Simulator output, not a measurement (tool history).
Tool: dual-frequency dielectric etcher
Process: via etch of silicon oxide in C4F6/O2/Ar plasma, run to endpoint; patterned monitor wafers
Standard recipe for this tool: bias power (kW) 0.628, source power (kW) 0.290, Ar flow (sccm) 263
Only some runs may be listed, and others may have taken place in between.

run,day,bias power (kW),source power (kW),Ar flow (sccm),wafers since the last listed run,hours since the last wet clean,hours since the last bias power generator calibration,hours since the last source power generator calibration,hours since the last Ar flow controller change,hours since the last upper electrode change,"incoming incoming film thickness, nm",endpoint time (s)
1,0.000,0.628,0.290,263,0,430.7,3841.9,1894.5,5662.0,4925.4,92.5,19.1
2,0.754,0.677,0.290,295,229,448.8,3860.0,1912.6,5680.1,4943.5,91.4,19.0
3,5.233,0.628,0.240,263,1364,556.3,3967.5,2020.1,5787.6,5051.0,91.1,21.1
# day 6.596: wet clean of the chamber
4,6.617,0.628,0.240,263,116,0.5,4000.7,2053.3,5820.8,5084.2,92.3,22.5
5,6.629,0.628,0.240,263,3,0.8,4001.0,2053.6,5821.1,5084.5,91.7,22.3
# day 6.921: Ar flow controller replaced
# day 8.288: upper electrode replaced, of another model than before
6,8.308,0.723,0.290,263,130,41.1,4041.3,2093.9,33.3,0.5,91.4,19.3
7,9.071,0.628,0.290,263,232,59.4,4059.6,2112.2,51.6,18.8,91.8,19.9
# day 9.521: bias power generator calibrated
8,9.792,0.628,0.290,263,168,76.7,6.5,2129.5,68.9,36.1,91.2,19.6
# day 9.962: source power generator calibrated
9,10.508,0.628,0.290,263,167,93.9,23.7,13.1,86.1,53.3,91.5,19.7
10,11.379,0.628,0.290,291,265,114.8,44.6,34.0,107.0,74.2,91.6,20.0
11,12.846,0.628,0.290,263,446,150.0,79.8,69.2,142.2,109.4,92.1,19.7

Run 12, settings as shown, results not yet in. Your forecast:
12,14.250,0.628,0.250,263,427,183.7,113.5,102.9,175.9,143.1,92.4,?

endpoint time (s): 23.2
Minus the tool's unlogged condition, the same run would have read endpoint time (s) 23.6.
